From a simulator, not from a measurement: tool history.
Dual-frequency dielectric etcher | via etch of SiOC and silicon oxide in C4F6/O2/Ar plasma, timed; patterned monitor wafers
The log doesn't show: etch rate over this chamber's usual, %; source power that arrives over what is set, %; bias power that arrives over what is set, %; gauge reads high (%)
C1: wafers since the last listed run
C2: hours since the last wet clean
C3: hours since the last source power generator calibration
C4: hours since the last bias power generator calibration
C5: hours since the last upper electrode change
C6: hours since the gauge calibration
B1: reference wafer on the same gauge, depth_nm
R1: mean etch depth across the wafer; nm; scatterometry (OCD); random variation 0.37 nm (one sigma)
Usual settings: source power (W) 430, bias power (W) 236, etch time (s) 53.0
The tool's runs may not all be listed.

{"run": 1, "day": 0.0, "source power (W)": 370, "bias power (W)": 236, "etch time (s)": 48.0, "C1": 0, "C2": 381.6, "C3": 3896.2, "C4": 2489.0, "C5": 3004.7, "C6": 1120.2, "B1": 60.3, "R1": 55.1}
{"day": 0.629, "done": "wet clean of the chamber"}
{"run": 2, "day": 4.45, "source power (W)": 370, "bias power (W)": 236, "etch time (s)": 48.0, "C1": 1669, "C2": 91.7, "C3": 4003.0, "C4": 2595.8, "C5": 3111.5, "C6": 1227.0, "B1": 60.2, "R1": 54.5}
{"run": 3, "day": 6.638, "source power (W)": 430, "bias power (W)": 236, "etch time (s)": 53.0, "C1": 955, "C2": 144.2, "C3": 4055.5, "C4": 2648.3, "C5": 3164.0, "C6": 1279.5, "B1": 60.2, "R1": 64.5}
{"run": 4, "day": 10.721, "source power (W)": 430, "bias power (W)": 236, "etch time (s)": 53.0, "C1": 1783, "C2": 242.2, "C3": 4153.5, "C4": 2746.3, "C5": 3262.0, "C6": 1377.5, "B1": 60.3, "R1": 63.7}
{"run": 5, "day": 14.962, "source power (W)": 430, "bias power (W)": 236, "etch time (s)": 53.0, "C1": 1852, "C2": 344.0, "C3": 4255.3, "C4": 2848.1, "C5": 3363.8, "C6": 1479.3, "B1": 60.2, "R1": 63.6}
{"day": 18.3, "done": "wet clean of the chamber"}
{"run": 6, "day": 18.921, "source power (W)": 430, "bias power (W)": 236, "etch time (s)": 53.0, "C1": 1292, "C2": 14.9, "C3": 4350.3, "C4": 2943.1, "C5": 3458.8, "C6": 1574.3, "B1": 60.3, "R1": 63.9}
{"run": 7, "day": 20.542, "source power (W)": 430, "bias power (W)": 236, "etch time (s)": 42.0, "C1": 707, "C2": 53.8, "C3": 4389.2, "C4": 2982.0, "C5": 3497.7, "C6": 1613.2, "B1": 60.5, "R1": 50.4}
{"run": 8, "day": 23.925, "source power (W)": 430, "bias power (W)": 236, "etch time (s)": 53.0, "C1": 1477, "C2": 135.0, "C3": 4470.4, "C4": 3063.2, "C5": 3578.9, "C6": 1694.4, "B1": 60.4, "R1": 63.4}
{"run": 9, "day": 27.425, "source power (W)": 430, "bias power (W)": 236, "etch time (s)": 53.0, "C1": 1528, "C2": 219.0, "C3": 4554.4, "C4": 3147.2, "C5": 3662.9, "C6": 1778.4, "B1": 60.2, "R1": 63.6}
{"day": 28.696, "done": "source power generator calibrated"}
{"day": 31.862, "done": "wet clean of the chamber"}
{"run": 10, "day": 31.883, "source power (W)": 430, "bias power (W)": 236, "etch time (s)": 58.0, "C1": 1437, "C2": 0.5, "C3": 76.5, "C4": 3254.2, "C5": 3769.9, "C6": 1885.4, "B1": 60.4, "R1": 70.7}
{"run": 11, "day": 35.208, "source power (W)": 430, "bias power (W)": 236, "etch time (s)": 58.0, "C1": 1452, "C2": 80.3, "C3": 156.3, "C4": 3334.0, "C5": 3849.7, "C6": 1965.2, "B1": 60.3, "R1": 70.2}
{"run": 12, "day": 37.242, "source power (W)": 430, "bias power (W)": 183, "etch time (s)": 53.0, "C1": 888, "C2": 129.1, "C3": 205.1, "C4": 3382.8, "C5": 3898.5, "C6": 2014.0, "B1": 60.2, "R1": 60.3}
{"run": 13, "day": 40.392, "source power (W)": 320, "bias power (W)": 273, "etch time (s)": 39.5, "C1": 1375, "C2": 204.7, "C3": 280.7, "C4": 3458.4, "C5": 3974.1, "C6": 2089.6, "B1": 60.2, "R1": 43.8}
{"run": 14, "day": 44.712, "source power (W)": 430, "bias power (W)": 216, "etch time (s)": 53.0, "C1": 1887, "C2": 308.4, "C3": 384.4, "C4": 3562.1, "C5": 4077.8, "C6": 2193.3, "B1": 60.3, "R1": 62.4}
{"day": 47.212, "done": "wet clean of the chamber"}
{"run": 15, "day": 47.233, "source power (W)": 470, "bias power (W)": 281, "etch time (s)": 65.0, "C1": 664, "C2": 0.5, "C3": 444.9, "C4": 3622.6, "C5": 4138.3, "C6": 2253.8, "B1": 60.4, "R1": 84.8}
{"day": 50.417, "done": "gauge calibrated"}
{"run": 16, "day": 51.029, "source power (W)": 430, "bias power (W)": 199, "etch time (s)": 64.0, "C1": 1657, "C2": 91.6, "C3": 536.0, "C4": 3713.7, "C5": 4229.4, "C6": 14.7, "B1": 60.4, "R1": 74.6}
{"day": 52.554, "done": "upper electrode replaced"}
{"day": 52.704, "done": "bias power generator calibrated"}
{"run": 17, "day": 53.521, "source power (W)": 430, "bias power (W)": 236, "etch time (s)": 53.0, "C1": 585, "C2": 151.4, "C3": 595.8, "C4": 19.6, "C5": 23.2, "C6": 74.5, "B1": 60.2, "R1": 64.8}
{"run": 18, "day": 57.658, "source power (W)": 480, "bias power (W)": 254, "etch time (s)": 65.0, "C1": 1807, "C2": 250.7, "C3": 695.1, "C4": 118.9, "C5": 122.5, "C6": 173.8, "B1": 60.3, "R1": 83.2}
{"run": 19, "day": 60.038, "source power (W)": 430, "bias power (W)": 260, "etch time (s)": 48.5, "C1": 1039, "C2": 307.8, "C3": 752.2, "C4": 176.0, "C5": 179.6, "C6": 230.9, "B1": 60.2, "R1": 59.7}
{"day": 62.262, "done": "wet clean of the chamber"}
{"run": 20, "day": 64.358, "source power (W)": 530, "bias power (W)": 216, "etch time (s)": 63.5, "C1": 1450, "C2": 50.3, "C3": 855.9, "C4": 279.7, "C5": 283.3, "C6": 334.6, "B1": 60.3, "R1": 82.0}
{"run": 21, "day": 66.992, "source power (W)": 500, "bias power (W)": 281, "etch time (s)": 62.5, "C1": 1150, "C2": 113.5, "C3": 919.1, "C4": 342.9, "C5": 346.5, "C6": 397.8, "B1": 60.5, "R1": 83.7}
{"run": 22, "day": 68.621, "source power (W)": 330, "bias power (W)": 198, "etch time (s)": 41.0, "C1": 711, "C2": 152.6, "C3": 958.2, "C4": 382.0, "C5": 385.6, "C6": 436.9, "B1": 60.3, "R1": 42.7}
{"run": 23, "day": 72.879, "source power (W)": 430, "bias power (W)": 236, "etch time (s)": 53.0, "C1": 1859, "C2": 254.8, "C3": 1060.4, "C4": 484.2, "C5": 487.8, "C6": 539.1, "B1": 60.5, "R1": 64.1}

Forecast each of these 4 alternatives for the next run:
{"run": "A", "day": 72.896, "source power (W)": 430, "bias power (W)": 254, "etch time (s)": 53.0, "C1": 7, "C2": 255.2, "C3": 1060.8, "C4": 484.6, "C5": 488.2, "C6": 539.5, "B1": "?", "R1": "?"}
{"run": "B", "day": 72.896, "source power (W)": 480, "bias power (W)": 236, "etch time (s)": 62.5, "C1": 7, "C2": 255.2, "C3": 1060.8, "C4": 484.6, "C5": 488.2, "C6": 539.5, "B1": "?", "R1": "?"}
{"run": "C", "day": 72.896, "source power (W)": 480, "bias power (W)": 236, "etch time (s)": 68.0, "C1": 7, "C2": 255.2, "C3": 1060.8, "C4": 484.6, "C5": 488.2, "C6": 539.5, "B1": "?", "R1": "?"}
{"run": "D", "day": 72.896, "source power (W)": 350, "bias power (W)": 236, "etch time (s)": 65.0, "C1": 7, "C2": 255.2, "C3": 1060.8, "C4": 484.6, "C5": 488.2, "C6": 539.5, "B1": "?", "R1": "?"}

run=A B1=60.3 R1=65.1
run=B B1=60.3 R1=78.7
run=C B1=60.3 R1=85.7
run=D B1=60.3 R1=72.4
Without the tool's hidden state the same runs would have given:
run=A R1=65.1
run=B R1=78.7
run=C R1=85.7
run=D R1=72.4

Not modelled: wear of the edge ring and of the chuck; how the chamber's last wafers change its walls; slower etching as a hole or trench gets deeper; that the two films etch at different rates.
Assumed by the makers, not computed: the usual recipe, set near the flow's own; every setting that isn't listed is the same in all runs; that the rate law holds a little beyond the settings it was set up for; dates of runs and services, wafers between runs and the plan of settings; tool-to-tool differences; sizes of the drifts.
